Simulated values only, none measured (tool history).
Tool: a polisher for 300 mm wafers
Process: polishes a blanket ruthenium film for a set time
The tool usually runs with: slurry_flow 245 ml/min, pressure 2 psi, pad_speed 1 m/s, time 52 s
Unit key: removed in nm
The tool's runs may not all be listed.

run	hour	slurry_flow	pressure	pad_speed	time	wafers since the last listed run	wafers polished on this pad	hours since the slurry nozzle was cleaned	hours since the head pressure was calibrated	incoming thickness of the incoming film, nm	removed
1	0	245	1.5	1.14	52	0	827	748.2	38.3	545.3	47
# hour 3.8: slurry nozzle cleaned
2	53.7	245	1.5	1.14	52	452	1279	49.9	92	539.6	49.8
3	108.6	245	2	1	52	471	1750	104.8	146.9	530.5	52.4
4	173	245	2	1	52	552	2303	169.2	211.3	543.8	51.5
5	231.8	245	2	1	52	504	2808	228	270.1	542	51.9
6	268	245	2	1	52	310	3119	264.2	306.3	541.9	51.3
7	318.9	245	2	1	52	436	3556	315.1	357.2	537.1	51.8
8	357.3	245	1.7	1	52	329	3885	353.5	395.6	541.9	46.9
# hour 393.8: worn pad replaced by a new one
9	426.4	245	1.7	1	52	558	280	422.6	464.7	539	46.3
10	488.6	245	2	1	52	533	814	484.8	526.9	543.7	51.3
11	558.1	245	2	1	52	596	1410	554.3	596.4	537.7	50.6
12	626.2	245	2	1	52	584	1995	622.4	664.5	545.9	50.6
13	662.6	245	2	1	52	312	2307	658.8	700.9	538.5	48.9
14	714.5	245	2	1	52	445	2753	710.7	752.8	536	49.1
15	742.6	245	2	0.86	52	241	2994	738.8	780.9	540	42.7
16	767.1	245	2	0.86	52	210	3204	763.3	805.4	545.3	42.7
17	820.6	245	2	0.86	52	459	3664	816.8	858.9	538.9	42.1
# hour 848.2: slurry nozzle cleaned
# hour 873.5: worn pad replaced by a new one
18	874.5	245	2	0.66	52	419	8	26.3	912.8	545.2	36.8
19	923	245	2	1	52	416	425	74.8	961.3	538.4	51.4
20	990.5	275	2	0.86	65	579	1004	142.3	1028.8	540.3	57.8
21	1044.4	245	2	0.7	68	462	1467	196.2	1082.7	539.4	50.4
# hour 1090.8: head pressure recalibrated
22	1102.7	205	2	1	52	483	1950	254.5	11.9	541.7	50.1
23	1136.7	270	1.3	1	64	291	2242	288.5	45.9	542.1	51.7
24	1204.7	245	2	1	52	583	2826	356.5	113.9	545.2	51.1
25	1242	315	2.6	1	52	320	3146	393.8	151.2	538.9	63.9
# hour 1272.8: worn pad replaced by a new one
26	1312.1	210	2.2	1	46	567	337	463.9	221.3	546.5	46.6
27	1355.8	245	2	1	52	375	712	507.6	265	532.8	49.6

The next listed run, before its measurement:
28	1402.9	245	2	0.82	52	404	1117	554.7	312.1	539.3	?

removed: 42.1 nm
Had the tool carried no hidden state, the very same run would have given removed 43.7 nm.

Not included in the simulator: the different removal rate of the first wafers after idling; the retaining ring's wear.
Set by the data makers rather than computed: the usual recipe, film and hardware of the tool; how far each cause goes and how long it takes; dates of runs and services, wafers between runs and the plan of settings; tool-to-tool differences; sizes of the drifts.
